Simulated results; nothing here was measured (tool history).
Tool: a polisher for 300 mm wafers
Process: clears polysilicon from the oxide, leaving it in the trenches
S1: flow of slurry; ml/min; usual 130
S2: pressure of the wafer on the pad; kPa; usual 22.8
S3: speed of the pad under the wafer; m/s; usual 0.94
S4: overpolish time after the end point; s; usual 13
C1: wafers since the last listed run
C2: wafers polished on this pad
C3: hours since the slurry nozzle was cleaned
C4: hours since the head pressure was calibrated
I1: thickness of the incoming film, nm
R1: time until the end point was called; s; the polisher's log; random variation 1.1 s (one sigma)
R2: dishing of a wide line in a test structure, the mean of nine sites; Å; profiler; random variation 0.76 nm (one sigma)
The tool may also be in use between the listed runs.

run,hour,S1,S2,S3,S4,C1,C2,C3,C4,I1,R1,R2
1,0,130,22.8,0.94,13,0,1422,119.7,754,766.3,59.9,599
2,40.8,130,22.8,0.94,13,697,2120,160.5,794.8,754.2,57.6,608
# hour 133.2: worn pad replaced by a new one
3,148.5,130,22.8,0.94,13,1771,261,268.2,902.5,763.8,60.6,607
# hour 228.1: slurry nozzle cleaned
4,243.8,130,22.8,0.94,13,1611,1872,15.7,997.8,760.9,59.1,592
5,314.3,130,22.8,0.94,13,1204,3077,86.2,1068.3,753.2,62.1,622
# hour 371.4: head pressure recalibrated
# hour 382.6: worn pad replaced by a new one
6,395,130,22.8,0.94,13,1276,212,166.9,23.6,762.2,57.9,623
# hour 597.2: slurry nozzle cleaned
# hour 649.6: worn pad replaced by a new one
7,671.4,130,22.8,0.94,13,4637,372,74.2,300,763.2,57,612
8,738.6,130,22.8,0.94,13,1148,1520,141.4,367.2,757.8,57.4,611
9,792.6,130,22.8,0.94,13,922,2443,195.4,421.2,743,56,613
# hour 862.7: worn pad replaced by a new one
10,891.3,110,29.6,1.26,9,1618,488,294.1,519.9,759.6,33.6,630
# hour 929.6: slurry nozzle cleaned
11,990.7,150,31,1.02,13,1681,2169,61.1,619.3,764.1,38.9,659
12,1070.9,115,22.8,0.68,13,1370,3539,141.3,699.5,762.6,84.3,541
# hour 1109.6: worn pad replaced by a new one
13,1118.5,150,26.9,0.94,5,744,152,188.9,747.1,767.4,49.9,433
14,1181.8,105,22.8,0.94,7,1081,1234,252.2,810.4,766.7,62.8,482

Forecast each of these 3 alternatives for the next run:
A,1182.2,130,22.8,0.94,13,6,1240,252.6,810.8,771.7,?,?
B,1182.2,130,28.3,0.94,6,6,1240,252.6,810.8,771.7,?,?
C,1182.2,110,22.8,0.74,13,6,1240,252.6,810.8,771.7,?,?

run,R1,R2
A,62,610
B,49.9,492
C,80.8,559
Without the tool's hidden state the same runs would have given:
run,R1,R2
A,59.2,617
B,47.6,503
C,77.1,569
